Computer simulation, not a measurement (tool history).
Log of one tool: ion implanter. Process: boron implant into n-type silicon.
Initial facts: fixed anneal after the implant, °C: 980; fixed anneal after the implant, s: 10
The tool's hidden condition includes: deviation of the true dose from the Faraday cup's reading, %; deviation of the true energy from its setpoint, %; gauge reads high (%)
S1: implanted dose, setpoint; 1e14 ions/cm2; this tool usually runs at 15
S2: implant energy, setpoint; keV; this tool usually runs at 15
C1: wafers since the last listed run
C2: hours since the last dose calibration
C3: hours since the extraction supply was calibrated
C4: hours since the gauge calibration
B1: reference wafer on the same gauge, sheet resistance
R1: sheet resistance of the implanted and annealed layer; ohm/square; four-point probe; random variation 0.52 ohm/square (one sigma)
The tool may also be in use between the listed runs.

| run | hour | S1 | S2 | C1 | C2 | C3 | C4 | B1 | R1 |
|---|---|---|---|---|---|---|---|---|---|
| 1 | 0 | 15 | 15 | 0 | 128 | 5040.1 | 333.2 | 126 | 131.21 |
| 2 | 41.2 | 15 | 15 | 634 | 169.2 | 5081.3 | 374.4 | 125.93 | 129.89 |
| 3 | 91 | 15 | 15 | 766 | 219 | 5131.1 | 424.2 | 125.97 | 131.67 |
| 4 | 119.7 | 15 | 15 | 441 | 247.7 | 5159.8 | 452.9 | 126.28 | 130.79 |
| 5 | 147.4 | 15 | 15 | 426 | 275.4 | 5187.5 | 480.6 | 125.98 | 130.6 |
| 6 | 214.9 | 15 | 15 | 1038 | 342.9 | 5255 | 548.1 | 126.04 | 130.64 |
| 7 | 275.4 | 15 | 15 | 931 | 403.4 | 5315.5 | 608.6 | 125.91 | 131.19 |
|  | 300.6 | Faraday cup replaced and dose calibrated, repeated, since the last time left the tool worse |
| 8 | 313.1 | 15 | 15 | 457 | 12.5 | 5353.2 | 646.3 | 125.93 | 125.83 |
| 9 | 377.4 | 15 | 15 | 989 | 76.8 | 5417.5 | 710.6 | 125.94 | 126.89 |
| 10 | 434.1 | 15 | 16.5 | 872 | 133.5 | 5474.2 | 767.3 | 126.06 | 123.28 |
| 11 | 476.3 | 15 | 15 | 649 | 175.7 | 5516.4 | 809.5 | 125.9 | 126.63 |
| 12 | 520.8 | 15 | 15 | 684 | 220.2 | 5560.9 | 854 | 126.07 | 127.22 |
|  | 550.3 | extraction supply calibrated |
| 13 | 550.8 | 15 | 15 | 338 | 250.2 | 0.5 | 884 | 125.94 | 126.16 |
| 14 | 599.1 | 15 | 17 | 743 | 298.5 | 48.8 | 932.3 | 126 | 122.9 |
| 15 | 664.2 | 13.34 | 18.5 | 1001 | 363.6 | 113.9 | 997.4 | 126.04 | 127.18 |
| 16 | 703.1 | 11.27 | 18 | 598 | 402.5 | 152.8 | 1036.3 | 126.08 | 142.45 |
| 17 | 728.3 | 12.51 | 13 | 387 | 427.7 | 178 | 1061.5 | 125.99 | 143.33 |
| 18 | 766.8 | 15 | 15 | 592 | 466.2 | 216.5 | 1100 | 126 | 126.04 |
| 19 | 814.1 | 18.6 | 11.5 | 728 | 513.5 | 263.8 | 1147.3 | 125.91 | 128.61 |
|  | 824.6 | gauge calibrated |
| 20 | 857 | 16.83 | 12.5 | 660 | 556.4 | 306.7 | 32.4 | 126.1 | 128.82 |
| 21 | 927.5 | 16.76 | 20 | 1085 | 626.9 | 377.2 | 102.9 | 125.98 | 109.92 |
| 22 | 987.5 | 17.89 | 10.5 | 923 | 686.9 | 437.2 | 162.9 | 126.02 | 135.29 |
| 23 | 1042.1 | 15 | 15 | 840 | 741.5 | 491.8 | 217.5 | 126.01 | 124.79 |
| 24 | 1092.6 | 15 | 15 | 777 | 792 | 542.3 | 268 | 126 | 125.4 |
| 25 | 1123.7 | 13.55 | 10 | 478 | 823.1 | 573.4 | 299.1 | 125.88 | 151.4 |
| 26 | 1193.6 | 19.14 | 17.5 | 1075 | 893 | 643.3 | 369 | 126.06 | 106.68 |
|  | 1210.2 | Faraday cup replaced and dose calibrated |
| 27 | 1217.7 | 15 | 15 | 247 | 7.5 | 667.4 | 393.1 | 126.11 | 126.62 |
| 28 | 1285.9 | 17.3 | 12 | 1049 | 75.7 | 735.6 | 461.3 | 126.04 | 130.44 |
| 29 | 1313.2 | 17.3 | 12 | 420 | 103 | 762.9 | 488.6 | 125.77 | 130.43 |
| 30 | 1367 | 11.19 | 10 | 828 | 156.8 | 816.7 | 542.4 | 126.21 | 162.62 |
| 31 | 1416.2 | 11.89 | 12.5 | 757 | 206 | 865.9 | 591.6 | 125.94 | 149.5 |
| 32 | 1467.1 | 13.36 | 11 | 783 | 256.9 | 916.8 | 642.5 | 126.01 | 146.65 |
| 33 | 1504.1 | 18.3 | 20 | 569 | 293.9 | 953.8 | 679.5 | 126 | 106.3 |
| 34 | 1528.7 | 17.34 | 12 | 378 | 318.5 | 978.4 | 704.1 | 125.96 | 129.79 |
| 35 | 1573.4 | 10.75 | 18.5 | 688 | 363.2 | 1023.1 | 748.8 | 125.96 | 145.89 |
| 36 | 1613.1 | 11.38 | 18.5 | 611 | 402.9 | 1062.8 | 788.5 | 126.06 | 141.21 |
| 37 | 1648.8 | 15 | 15 | 549 | 438.6 | 1098.5 | 824.2 | 125.99 | 125.98 |

For each run, the measured value with the value that run would have given without the tool's hidden condition subtracted. The run-to-run variation is shared by both, the gauge scatter possibly not:
| run | R1 |
|---|---|
| 1 | +4.25 |
| 2 | +4.18 |
| 3 | +4.18 |
| 4 | +4.12 |
| 5 | +4.08 |
| 6 | +3.99 |
| 7 | +3.9 |
| 8 | -0.06 |
| 9 | -0.08 |
| 10 | -0.1 |
| 11 | -0.13 |
| 12 | -0.17 |
| 13 | -0.2 |
| 14 | -0.26 |
| 15 | -0.42 |
| 16 | -0.61 |
| 17 | -0.53 |
| 18 | -0.52 |
| 19 | -0.39 |
| 20 | -0.55 |
| 21 | -0.82 |
| 22 | -0.64 |
| 23 | -1.19 |
| 24 | -1.35 |
| 25 | -1.31 |
| 26 | -1.28 |
| 27 | -0.12 |
| 28 | -0.1 |
| 29 | -0.1 |
| 30 | -0.21 |
| 31 | -0.27 |
| 32 | -0.26 |
| 33 | -0.26 |
| 34 | -0.24 |
| 35 | -0.66 |
| 36 | -0.7 |
| 37 | -0.52 |
